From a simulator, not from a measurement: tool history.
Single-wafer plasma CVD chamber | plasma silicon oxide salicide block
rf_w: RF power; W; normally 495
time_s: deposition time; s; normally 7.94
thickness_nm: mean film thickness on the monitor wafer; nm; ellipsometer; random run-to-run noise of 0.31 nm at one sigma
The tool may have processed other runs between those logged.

run	hour	rf_w	time_s	read-back reference wafer on the same gauge, thickness_nm	thickness_nm
1	0	560	7.94	72.785	80.524
2	97	560	7.94	72.795	79.931
3	161.8	440	8.85	72.797	83.996
4	233.8	440	8.85	72.749	83.312
5	288.4	495	7.94	72.778	77.578
6	395.3	495	7.94	72.876	77.386
7	501.1	495	7.94	72.865	77.222
# hour 555.8: RF generator calibrated
8	580.9	465	7.94	72.78	76.921
9	648.2	465	7.94	72.778	76.906
# hour 701.2: gauge calibrated
10	732.3	495	7.94	72.736	78.347
11	974.2	495	7.33	72.775	71.498
12	1027.4	545	6.99	72.801	70.128
13	1129.1	565	7.94	72.765	80.497
14	1197.8	420	7.48	72.798	70.387
# hour 1217.6: showerhead replaced
15	1293.7	550	7.05	72.844	70.722
16	1373.8	465	7.94	72.801	76.455
17	1454.6	460	7.94	72.716	76.127
# hour 1519.1: RF generator calibrated
18	1520.4	495	9.14	72.8	90.7
19	1573.6	455	8.81	72.809	84.495

Branching from run 19: 5 alternative next runs. What would each branch give?
A	1574	495	9.17	?	?
B	1574	525	8.36	?	?
C	1574	565	6.59	?	?
D	1574	570	6.91	?	?
E	1574	450	7.1	?	?

run	read-back reference wafer on the same gauge, thickness_nm	thickness_nm
A	72.81	90.879
B	72.81	84.183
C	72.81	67.701
D	72.81	71.16
E	72.81	68.584
Stripped of hidden state, with their random variation kept, the same runs would have yielded:
run	thickness_nm
A	91.232
B	84.51
C	67.965
D	71.437
E	68.851
